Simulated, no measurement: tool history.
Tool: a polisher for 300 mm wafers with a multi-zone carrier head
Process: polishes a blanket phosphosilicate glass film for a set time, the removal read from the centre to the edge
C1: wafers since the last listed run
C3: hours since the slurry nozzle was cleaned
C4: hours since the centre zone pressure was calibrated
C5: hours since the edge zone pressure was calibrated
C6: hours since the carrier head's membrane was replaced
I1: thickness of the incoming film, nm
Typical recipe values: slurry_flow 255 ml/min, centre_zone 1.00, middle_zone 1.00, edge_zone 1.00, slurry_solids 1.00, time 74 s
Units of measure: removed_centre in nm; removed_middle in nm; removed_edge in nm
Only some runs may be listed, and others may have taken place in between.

Run 1, day 0.000: usual settings; C1 0; wafers polished on this pad 164; C3 121.9; C4 640.0; C5 353.0; C6 1079.2; I1 3726.2. Result: removed_centre 576.9 nm, removed_middle 585.2 nm, removed_edge 618.5 nm.
At day 1.138: centre zone pressure recalibrated.
Run 2, day 3.908: usual settings; C1 615; wafers polished on this pad 779; C3 215.7; C4 66.5; C5 446.8; C6 1173.0; I1 3639.5. Result: removed_centre 559.1 nm, removed_middle 589.7 nm, removed_edge 616.3 nm.
At day 5.712: edge zone pressure recalibrated.
Run 3, day 10.717: usual settings; C1 1082; wafers polished on this pad 1862; C3 379.1; C4 229.9; C5 120.1; C6 1336.4; I1 3716.7. Result: removed_centre 575.4 nm, removed_middle 594.0 nm, removed_edge 621.6 nm.
Run 4, day 14.579: usual settings; C1 621; wafers polished on this pad 2483; C3 471.8; C4 322.6; C5 212.8; C6 1429.1; I1 3669.1. Result: removed_centre 560.9 nm, removed_middle 583.6 nm, removed_edge 613.1 nm.
Run 5, day 16.896: usual settings; C1 372; wafers polished on this pad 2856; C3 527.4; C4 378.2; C5 268.4; C6 1484.7; I1 3744.2. Result: removed_centre 573.9 nm, removed_middle 582.4 nm, removed_edge 613.9 nm.
At day 17.929: worn pad replaced by a new one.
Run 6, day 20.896: usual settings but middle_zone 1.04, edge_zone 0.91; C1 616; wafers polished on this pad 477; C3 623.4; C4 474.2; C5 364.4; C6 1580.7; I1 3714.0. Result: removed_centre 559.3 nm, removed_middle 580.1 nm, removed_edge 572.8 nm.
Run 7, day 23.467: usual settings but middle_zone 1.04, edge_zone 0.91; C1 413; wafers polished on this pad 891; C3 685.1; C4 535.9; C5 426.1; C6 1642.4; I1 3748.6. Result: removed_centre 548.0 nm, removed_middle 585.6 nm, removed_edge 579.6 nm.
At day 24.025: edge zone pressure recalibrated.
Run 8, day 27.671: usual settings but middle_zone 1.04, edge_zone 0.91; C1 663; wafers polished on this pad 1554; C3 786.0; C4 636.8; C5 87.5; C6 1743.3; I1 3704.7. Result: removed_centre 536.3 nm, removed_middle 583.1 nm, removed_edge 567.5 nm.
Run 9, day 29.325: usual settings but slurry_flow 325 ml/min, middle_zone 0.92; C1 266; wafers polished on this pad 1820; C3 825.7; C4 676.5; C5 127.2; C6 1783.0; I1 3694.2. Result: removed_centre 573.2 nm, removed_middle 543.1 nm, removed_edge 602.0 nm.
At day 30.671: centre zone pressure recalibrated.
Run 10, day 32.579: usual settings; C1 510; wafers polished on this pad 2330; C3 903.8; C4 45.8; C5 205.3; C6 1861.1; I1 3645.6. Result: removed_centre 528.4 nm, removed_middle 559.1 nm, removed_edge 567.4 nm.
At day 33.279: slurry nozzle cleaned.
At day 34.500: carrier head's membrane replaced by a new one.
Run 11, day 36.733: usual settings; C1 628; wafers polished on this pad 2959; C3 82.9; C4 145.5; C5 305.0; C6 53.6; I1 3732.3. Result: removed_centre 572.2 nm, removed_middle 588.7 nm, removed_edge 609.8 nm.
At day 37.608: worn pad replaced by a new one.
Run 12, day 39.108: usual settings; C1 355; wafers polished on this pad 241; C3 139.9; C4 202.5; C5 362.0; C6 110.6; I1 3717.3. Result: removed_centre 566.4 nm, removed_middle 577.4 nm, removed_edge 609.1 nm.
At day 42.333: edge zone pressure recalibrated.
Run 13, day 42.858: usual settings; C1 590; wafers polished on this pad 831; C3 229.9; C4 292.5; C5 12.6; C6 200.6; I1 3688.3. Result: removed_centre 559.6 nm, removed_middle 582.2 nm, removed_edge 604.7 nm.
Run 14, day 47.012: usual settings but centre_zone 1.05, time 64 s; C1 668; wafers polished on this pad 1500; C3 329.6; C4 392.2; C5 112.3; C6 300.3; I1 3735.2. Result: removed_centre 498.0 nm, removed_middle 508.8 nm, removed_edge 526.4 nm.
Run 15, day 51.183: usual settings but edge_zone 1.04, time 67 s; C1 671; wafers polished on this pad 2171; C3 429.7; C4 492.3; C5 212.4; C6 400.4; I1 3730.0. Result: removed_centre 500.1 nm, removed_middle 521.0 nm, removed_edge 560.5 nm.
At day 54.508: worn pad replaced by a new one.
Run 16, day 54.771: usual settings but centre_zone 1.06, middle_zone 0.95, edge_zone 1.03, time 97 s; C1 550; wafers polished on this pad 42; C3 515.8; C4 578.4; C5 298.5; C6 486.5; I1 3710.9. Result: removed_centre 766.8 nm, removed_middle 731.2 nm, removed_edge 794.2 nm.
At day 56.708: centre zone pressure recalibrated.
Run 17, day 59.983: usual settings but slurry_solids 1.10; C1 825; wafers polished on this pad 867; C3 640.9; C4 78.6; C5 423.6; C6 611.6; I1 3735.1. Result: removed_centre 578.4 nm, removed_middle 586.5 nm, removed_edge 624.4 nm.
At day 61.542: edge zone pressure recalibrated.
Run 18, day 63.350: usual settings but centre_zone 1.06, middle_zone 0.95, edge_zone 1.03, time 97 s; C1 528; wafers polished on this pad 1396; C3 721.7; C4 159.4; C5 43.4; C6 692.4; I1 3721.0. Result: removed_centre 749.5 nm, removed_middle 706.2 nm, removed_edge 781.6 nm.
At day 64.654: slurry nozzle cleaned.
Run 19, day 67.171: usual settings but centre_zone 0.95, edge_zone 0.92, slurry_solids 0.70; C1 608; wafers polished on this pad 2004; C3 60.4; C4 251.1; C5 135.1; C6 784.1; I1 3665.0. Result: removed_centre 445.1 nm, removed_middle 484.6 nm, removed_edge 491.5 nm.
Run 20, day 70.442: usual settings but centre_zone 0.92, time 56 s; C1 526; wafers polished on this pad 2530; C3 138.9; C4 329.6; C5 213.6; C6 862.6; I1 3679.4. Result: removed_centre 399.3 nm, removed_middle 439.2 nm, removed_edge 467.8 nm.
At day 72.654: worn pad replaced by a new one.
Run 21, day 73.846: usual settings but centre_zone 1.11, middle_zone 1.08, edge_zone 0.92, time 63 s; C1 521; wafers polished on this pad 192; C3 220.6; C4 411.3; C5 295.3; C6 944.3; I1 3651.9. Result: removed_centre 545.6 nm, removed_middle 533.0 nm, removed_edge 497.2 nm.
Run 22, day 77.817: usual settings but slurry_flow 295 ml/min, middle_zone 1.04, slurry_solids 0.90, time 63 s; C1 639; wafers polished on this pad 831; C3 315.9; C4 506.6; C5 390.6; C6 1039.6; I1 3739.9. Result: removed_centre 465.4 nm, removed_middle 501.2 nm, removed_edge 499.3 nm.

Branching from run 22: 3 alternative next runs. What would each branch give?
Run A, day 77.833: usual settings but slurry_solids 0.80; C1 2; wafers polished on this pad 833; C3 316.3; C4 507.0; C5 391.0; C6 1040.0; I1 3755.8. Result: removed_centre ?, removed_middle ?, removed_edge ?.
Run B, day 77.833: usual settings but middle_zone 1.10, slurry_solids 0.75, time 81 s; C1 2; wafers polished on this pad 833; C3 316.3; C4 507.0; C5 391.0; C6 1040.0; I1 3755.8. Result: removed_centre ?, removed_middle ?, removed_edge ?.
Run C, day 77.833: usual settings but slurry_flow 170 ml/min, slurry_solids 0.90; C1 2; wafers polished on this pad 833; C3 316.3; C4 507.0; C5 391.0; C6 1040.0; I1 3755.8. Result: removed_centre ?, removed_middle ?, removed_edge ?.

run  removed_centre  removed_middle  removed_edge
  A           507.1           532.0         546.9
  B           536.1           601.7         577.2
  C           506.0           534.3         557.6
With the hidden condition removed and each run's random variation left untouched, the same runs would have given:
run  removed_centre  removed_middle  removed_edge
  A           516.9           541.2         554.0
  B           546.4           612.2         584.8
  C           520.0           547.5         567.6

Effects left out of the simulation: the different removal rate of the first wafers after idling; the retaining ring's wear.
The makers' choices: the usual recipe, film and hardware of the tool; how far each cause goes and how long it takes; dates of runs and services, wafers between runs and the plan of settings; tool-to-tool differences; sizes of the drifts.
